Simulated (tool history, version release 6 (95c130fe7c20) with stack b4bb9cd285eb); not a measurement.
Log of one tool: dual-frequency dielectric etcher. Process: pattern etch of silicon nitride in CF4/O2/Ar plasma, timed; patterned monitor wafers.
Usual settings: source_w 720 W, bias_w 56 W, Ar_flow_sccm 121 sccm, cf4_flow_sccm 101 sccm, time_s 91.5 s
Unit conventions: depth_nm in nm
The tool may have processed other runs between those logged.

| run | hour | source_w | bias_w | Ar_flow_sccm | cf4_flow_sccm | time_s | read-back reference wafer on the same gauge, depth_nm | depth_nm |
|---|---|---|---|---|---|---|---|---|
| 1 | 0 | 720 | 49 | 121 | 101 | 91.5 | 248 | 210.3 |
|  | 11.9 | gauge calibrated |
| 2 | 22.4 | 720 | 56 | 112 | 101 | 91.5 | 247.9 | 222.8 |
| 3 | 39 | 720 | 56 | 121 | 101 | 91.5 | 247.9 | 220.5 |
|  | 78.3 | CF4 flow controller replaced |
|  | 91.8 | wet clean of the chamber |
| 4 | 92.3 | 720 | 56 | 121 | 87 | 91.5 | 248 | 213.1 |
| 5 | 94.6 | 720 | 56 | 121 | 93 | 91.5 | 248 | 215.1 |
| 6 | 114.7 | 720 | 56 | 132 | 115 | 77.5 | 248 | 186.3 |
|  | 159.8 | upper electrode replaced |
| 7 | 160.3 | 720 | 56 | 121 | 101 | 91.5 | 248.1 | 218.3 |
| 8 | 165.2 | 550 | 50 | 121 | 101 | 91.5 | 248.2 | 175.8 |
| 9 | 190.2 | 770 | 56 | 121 | 95 | 112 | 248 | 278.6 |
| 10 | 208.7 | 720 | 56 | 105 | 101 | 91.5 | 248 | 221.5 |
| 11 | 227.5 | 620 | 50 | 142 | 101 | 91.5 | 247.9 | 187 |
| 12 | 291.8 | 720 | 56 | 121 | 101 | 91.5 | 248.2 | 219.6 |
| 13 | 307.4 | 580 | 64 | 121 | 125 | 91.5 | 248 | 205.3 |
| 14 | 329.9 | 720 | 56 | 121 | 101 | 91.5 | 248.1 | 220.1 |
| 15 | 364.4 | 720 | 63 | 135 | 111 | 91.5 | 247.9 | 230.7 |
| 16 | 398.8 | 720 | 56 | 121 | 101 | 91.5 | 248 | 220.3 |
| 17 | 416.3 | 720 | 56 | 121 | 101 | 91.5 | 248.1 | 220.4 |
| 18 | 444.4 | 790 | 56 | 148 | 101 | 91.5 | 247.9 | 230.3 |
| 19 | 468 | 720 | 52 | 121 | 101 | 65 | 248.1 | 152.7 |
| 20 | 485.3 | 720 | 56 | 121 | 101 | 91.5 | 247.9 | 221.1 |

For each run, the measured value with the value that run would have given without the tool's hidden condition subtracted. The run-to-run variation is shared by both, the gauge scatter possibly not:
Unlogged tool condition in this case: etch rate over this chamber's usual, %; source power that arrives over what is set, %; bias power that arrives over what is set, %; Ar flow that arrives over what is set, %; CF4 flow that arrives over what is set, %; gauge reads high (%).
| run | depth_nm |
|---|---|
| 1 | +3.5 |
| 2 | +3.9 |
| 3 | +3.9 |
| 4 | +0.1 |
| 5 | +0.2 |
| 6 | +0.3 |
| 7 | +0.7 |
| 8 | +0.6 |
| 9 | +1.3 |
| 10 | +1.2 |
| 11 | +1.1 |
| 12 | +2 |
| 13 | +1.9 |
| 14 | +2.2 |
| 15 | +2.7 |
| 16 | +2.8 |
| 17 | +3 |
| 18 | +3.4 |
| 19 | +2.4 |
| 20 | +3.6 |
